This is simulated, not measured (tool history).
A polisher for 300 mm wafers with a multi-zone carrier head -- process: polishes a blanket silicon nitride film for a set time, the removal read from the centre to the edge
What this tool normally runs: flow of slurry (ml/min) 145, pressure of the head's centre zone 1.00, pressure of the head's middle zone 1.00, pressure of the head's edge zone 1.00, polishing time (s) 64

run	day	flow of slurry (ml/min)	pressure of the head's centre zone	pressure of the head's middle zone	pressure of the head's edge zone	polishing time (s)	wafers since the last listed run	wafers polished on this pad	hours since the slurry nozzle was cleaned	hours since the centre zone pressure was calibrated	hours since the edge zone pressure was calibrated	hours since the carrier head's membrane was replaced	incoming thickness of the incoming film, nm	film removed at the wafer's centre (angstrom)	film removed at mid-radius (angstrom)	film removed at the wafer's edge (angstrom)
1	0.000	145	1.00	1.08	1.00	64	0	35	361.5	11.8	449.1	1778.4	646.0	553	581	584
2	0.921	145	1.00	1.08	1.00	64	201	236	383.6	33.9	471.2	1800.5	638.0	548	572	579
3	1.512	145	1.00	1.00	1.00	72	129	366	397.8	48.1	485.4	1814.7	654.4	616	623	649
4	2.092	145	1.00	1.00	1.00	72	126	493	411.7	62.0	499.3	1828.6	650.2	599	605	643
5	2.842	145	1.00	1.00	1.00	64	164	657	429.7	80.0	517.3	1846.6	659.1	535	548	570
# day 5.938: carrier head's membrane replaced by a new one
6	6.625	145	1.00	1.00	1.00	64	783	1441	520.5	170.8	608.1	16.5	637.6	512	521	557
# day 7.350: worn pad replaced by a new one
7	7.371	145	1.08	1.00	1.00	64	126	4	538.4	188.7	626.0	34.4	652.0	553	511	556
# day 8.000: slurry nozzle cleaned
8	8.300	145	1.00	0.97	1.07	77	194	199	7.2	211.0	648.3	56.7	663.9	680	673	728
# day 8.729: edge zone pressure recalibrated
9	9.758	145	1.00	1.00	1.00	80	301	500	42.2	246.0	24.7	91.7	649.1	712	703	742
10	10.338	145	1.00	1.00	1.00	64	126	627	56.1	259.9	38.6	105.6	640.6	571	567	591
11	11.758	145	1.00	1.00	0.94	64	311	939	90.2	294.0	72.7	139.7	642.4	576	571	576
12	12.929	100	1.07	1.05	0.91	64	256	1195	118.3	322.1	100.8	167.8	660.1	563	547	531
# day 13.575: worn pad replaced by a new one
13	14.108	145	1.00	1.03	0.95	70	221	116	146.6	350.4	129.1	196.1	657.4	620	627	627
14	14.642	180	1.04	1.00	1.00	64	116	233	159.4	363.2	141.9	208.9	660.2	626	597	601
15	15.233	145	0.93	1.00	1.00	64	129	363	173.6	377.4	156.1	223.1	644.3	529	563	594
16	16.383	145	1.07	1.00	1.00	64	252	615	201.2	405.0	183.7	250.7	640.3	602	561	598
17	17.838	145	1.00	1.00	1.00	64	318	933	236.1	439.9	218.6	285.6	651.5	559	570	583
18	18.629	145	1.00	1.00	1.00	55	173	1107	255.1	458.9	237.6	304.6	647.2	483	483	508
19	19.608	100	1.00	1.00	1.00	64	214	1322	278.6	482.4	261.1	328.1	659.2	505	520	556
# day 21.000: worn pad replaced by a new one
20	21.067	145	1.00	1.00	1.00	64	283	14	313.6	517.4	296.1	363.1	644.5	552	565	582
21	22.179	180	0.91	0.91	1.00	64	243	258	340.3	544.1	322.8	389.8	650.2	523	535	593
22	23.146	145	1.00	1.00	1.00	64	211	470	363.5	567.3	346.0	413.0	638.6	547	545	580

4 options for the next run, each taken on its own from the tool as it stands now. Forecast them:
A	23.162	145	1.00	1.00	0.93	64	3	473	363.9	567.7	346.4	413.4	663.7	?	?	?
B	23.162	145	1.00	1.08	1.00	85	3	473	363.9	567.7	346.4	413.4	663.7	?	?	?
C	23.162	185	1.00	1.00	1.00	85	3	473	363.9	567.7	346.4	413.4	663.7	?	?	?
D	23.162	145	1.00	0.92	0.95	44	3	473	363.9	567.7	346.4	413.4	663.7	?	?	?

run	film removed at the wafer's centre (angstrom)	film removed at mid-radius (angstrom)	film removed at the wafer's edge (angstrom)
A	555	549	555
B	737	778	762
C	777	764	789
D	381	352	386
What these runs would have given with no unlogged condition in the tool:
run	film removed at the wafer's centre (angstrom)	film removed at mid-radius (angstrom)	film removed at the wafer's edge (angstrom)
A	580	571	570
B	771	809	783
C	806	788	807
D	399	366	397
